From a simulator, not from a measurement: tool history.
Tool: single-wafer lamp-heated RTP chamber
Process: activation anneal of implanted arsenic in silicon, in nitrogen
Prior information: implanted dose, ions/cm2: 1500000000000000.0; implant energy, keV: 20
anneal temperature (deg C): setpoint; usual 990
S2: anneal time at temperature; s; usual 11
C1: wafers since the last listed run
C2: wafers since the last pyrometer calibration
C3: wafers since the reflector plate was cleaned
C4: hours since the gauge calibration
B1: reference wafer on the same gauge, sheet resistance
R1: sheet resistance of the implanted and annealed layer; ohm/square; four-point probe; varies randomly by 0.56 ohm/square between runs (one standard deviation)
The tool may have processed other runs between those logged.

Run 1, hour 0.0: usual settings but S2 16 s; C1 0; C2 1377; C3 2075; C4 318.1; B1 164.04. Result: R1 136.17 ohm/square.
At hour 73.3: reflector plate cleaned.
Run 2, hour 73.8: usual settings but S2 16 s; C1 1358; C2 2735; C3 9; C4 391.9; B1 163.99. Result: R1 135.71 ohm/square.
Run 3, hour 116.2: usual settings but anneal temperature (deg C) 979; C1 875; C2 3611; C3 885; C4 434.3; B1 164.01. Result: R1 146.41 ohm/square.
Run 4, hour 161.8: usual settings but anneal temperature (deg C) 979; C1 941; C2 4552; C3 1826; C4 479.9; B1 163.99. Result: R1 144.97 ohm/square.
Run 5, hour 219.3: usual settings but anneal temperature (deg C) 979; C1 1187; C2 5740; C3 3013; C4 537.4; B1 164.03. Result: R1 143.26 ohm/square.
Run 6, hour 284.2: usual settings; C1 1340; C2 7080; C3 4354; C4 602.3; B1 163.99. Result: R1 137.12 ohm/square.
At hour 299.8: pyrometer window cleaned and pyrometer calibrated.
At hour 310.1: reflector plate cleaned.
Run 7, hour 346.7: usual settings; C1 960; C2 802; C3 756; C4 664.8; B1 163.91. Result: R1 141.95 ohm/square.
Run 8, hour 377.5: usual settings; C1 635; C2 1438; C3 1392; C4 695.6; B1 163.96. Result: R1 141.20 ohm/square.
Run 9, hour 406.1: usual settings but S2 8 s; C1 590; C2 2029; C3 1982; C4 724.2; B1 163.95. Result: R1 146.12 ohm/square.
Run 10, hour 471.7: usual settings but S2 8 s; C1 1354; C2 3383; C3 3337; C4 789.8; B1 164.05. Result: R1 145.14 ohm/square.
At hour 490.6: reflector plate cleaned.
Run 11, hour 526.8: usual settings but anneal temperature (deg C) 1017, S2 17 s; C1 972; C2 4356; C3 746; C4 844.9; B1 164.05. Result: R1 120.07 ohm/square.
Run 12, hour 574.7: usual settings but anneal temperature (deg C) 1007; C1 989; C2 5345; C3 1735; C4 892.8; B1 163.99. Result: R1 131.32 ohm/square.
At hour 592.5: gauge calibrated.
Run 13, hour 614.2: usual settings but S2 14 s; C1 815; C2 6161; C3 2551; C4 21.7; B1 164.08. Result: R1 134.06 ohm/square.
Run 14, hour 657.8: usual settings but S2 9 s; C1 900; C2 7061; C3 3451; C4 65.3; B1 164.03. Result: R1 140.24 ohm/square.
At hour 673.1: pyrometer window cleaned and pyrometer calibrated.
At hour 684.3: reflector plate cleaned.
Run 15, hour 687.7: usual settings; C1 287; C2 136; C3 69; C4 95.2; B1 163.89. Result: R1 141.45 ohm/square.
Run 16, hour 714.7: usual settings but S2 13 s; C1 557; C2 694; C3 627; C4 122.2; B1 164.09. Result: R1 139.55 ohm/square.
Run 17, hour 765.0: usual settings but anneal temperature (deg C) 960, S2 6 s; C1 1038; C2 1732; C3 1666; C4 172.5; B1 163.94. Result: R1 161.78 ohm/square.
Run 18, hour 808.0: usual settings but anneal temperature (deg C) 1006, S2 5 s; C1 887; C2 2620; C3 2554; C4 215.5; B1 164.08. Result: R1 145.30 ohm/square.
Run 19, hour 872.9: usual settings; C1 1340; C2 3960; C3 3894; C4 280.4; B1 164.01. Result: R1 139.75 ohm/square.
At hour 894.6: reflector plate cleaned.
Run 20, hour 926.4: usual settings; C1 939; C2 4900; C3 656; C4 333.9; B1 164.01. Result: R1 139.15 ohm/square.
Run 21, hour 963.9: usual settings but anneal temperature (deg C) 965, S2 17 s; C1 774; C2 5674; C3 1430; C4 371.4; B1 164.07. Result: R1 145.55 ohm/square.

For each run, what was the tool's unlogged condition?
wafer temperature error from the tarnished reflector plate, K: 0 at every run
gauge reads high (%): 0 at every run
H1: true wafer temperature minus pyrometer reading, K
run     H1
  1   1.72
  2   3.08
  3    4.3
  4   5.97
  5   8.61
  6   12.3
  7  0.929
  8   1.27
  9   1.74
 10   3.37
 11   5.32
 12   7.46
 13   9.54
 14   12.1
 15  0.176
 16  0.311
 17  0.909
 18   1.78
 19   3.71
 20   5.87
 21   7.69

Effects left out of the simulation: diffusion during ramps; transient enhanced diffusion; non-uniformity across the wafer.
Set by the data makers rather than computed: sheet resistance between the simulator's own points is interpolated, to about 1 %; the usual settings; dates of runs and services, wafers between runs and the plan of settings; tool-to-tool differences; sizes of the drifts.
